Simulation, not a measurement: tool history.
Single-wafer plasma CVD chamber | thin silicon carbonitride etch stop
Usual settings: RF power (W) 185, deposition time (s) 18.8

run   hour  RF power (W)  deposition time (s)  read-back reference wafer on the same gauge, thickness_nm  mean film thickness on the monitor wafer (angstrom)
  1    0.0           205                 18.8                                                      8.998                                               103.62
  2   15.5           205                 18.8                                                      9.001                                               103.50
  3   35.5           170                 21.8                                                      8.996                                               112.94
  4   57.5           170                 21.8                                                      8.999                                               112.77
  5   78.0           185                 16.7                                                      8.997                                                88.68
  6  100.1           185                 16.7                                                      8.997                                                88.66
  7  123.7           185                 18.8                                                      8.996                                                99.58
  8  143.7           185                 18.8                                                      9.000                                                99.44
  9  157.9           185                 16.8                                                      9.001                                                88.90
 10  180.1           185                 16.8                                                      8.999                                                89.16
 11  211.7           185                 16.8                                                      9.002                                                88.80
 12  240.6           150                 22.5                                                      8.999                                               110.33
     269.0  -- thermocouple changed; heater temperature recalibrated
 13  269.5           185                 18.8                                                      9.002                                                99.28
 14  294.6           170                 20.5                                                      8.998                                               104.92
 15  320.3           165                 18.8                                                      8.998                                                95.35
 16  342.4           215                 15.5                                                      9.003                                                86.20
 17  375.1           165                 20.6                                                      9.002                                               104.81
     391.6  -- gauge calibrated
 18  473.6           170                 20.2                                                      9.003                                               103.35
 19  495.2           170                 21.8                                                      9.003                                               111.72
 20  508.0           185                 18.8                                                      8.996                                                98.94
 21  540.2           205                 21.5                                                      9.000                                               117.07
 22  556.7           185                 18.8                                                      9.002                                                99.17
 23  573.3           215                 20.7                                                      9.000                                               114.85
 24  591.7           155                 18.8                                                      8.999                                                93.24
     616.6  -- showerhead replaced
 25  623.4           210                 16.6                                                      9.001                                                91.14
     635.4  -- RF generator calibrated
 26  635.9           155                 22.2                                                      8.998                                               112.28
 27  667.4           170                 20.5                                                      9.001                                               106.92
 28  733.4           220                 18.8                                                      9.001                                               106.76
 29  761.2           155                 16.9                                                      9.000                                                84.69
 30  788.8           215                 18.8                                                      8.999                                               105.42
 31  819.8           175                 20.9                                                      8.999                                               109.26
 32  845.5           165                 22.0                                                      8.997                                               112.12
 33  873.4           200                 16.9                                                      9.002                                                92.04
 34  891.2           175                 18.8                                                      9.001                                                97.85
 35  925.2           160                 16.4                                                      8.999                                                82.49

Some steps in mean film thickness on the monitor wafer (angstrom) between neighbouring runs. How much of each would the tool show without its hidden state too (settings, what came in, random variation), and how much is left for the hidden state, with any gauge scatter that isn't in both results?
The hidden state here: wafer temperature above the value expected at the setpoint (K); delivered RF power above the setpoint (%); gauge reads high (%).
Run 4 -> 5: RF power (W) 170 -> 185, deposition time (s) 21.8 -> 16.7. mean film thickness on the monitor wafer (angstrom) -24.09: hidden state +0.24, all else -24.33.
Run 11 -> 12: RF power (W) 185 -> 150, deposition time (s) 16.8 -> 22.5. mean film thickness on the monitor wafer (angstrom) +21.53: hidden state -0.44, all else +21.97.
Run 23 -> 24: RF power (W) 215 -> 155, deposition time (s) 20.7 -> 18.8. mean film thickness on the monitor wafer (angstrom) -21.61: hidden state +0.46, all else -22.07.
Run 25 -> 26: RF power (W) 210 -> 155, deposition time (s) 16.6 -> 22.2, RF generator calibrated. mean film thickness on the monitor wafer (angstrom) +21.14: hidden state +1.81, all else +19.33.
Run 28 -> 29: RF power (W) 220 -> 155, deposition time (s) 18.8 -> 16.9. mean film thickness on the monitor wafer (angstrom) -22.07: hidden state +0.06, all else -22.13.

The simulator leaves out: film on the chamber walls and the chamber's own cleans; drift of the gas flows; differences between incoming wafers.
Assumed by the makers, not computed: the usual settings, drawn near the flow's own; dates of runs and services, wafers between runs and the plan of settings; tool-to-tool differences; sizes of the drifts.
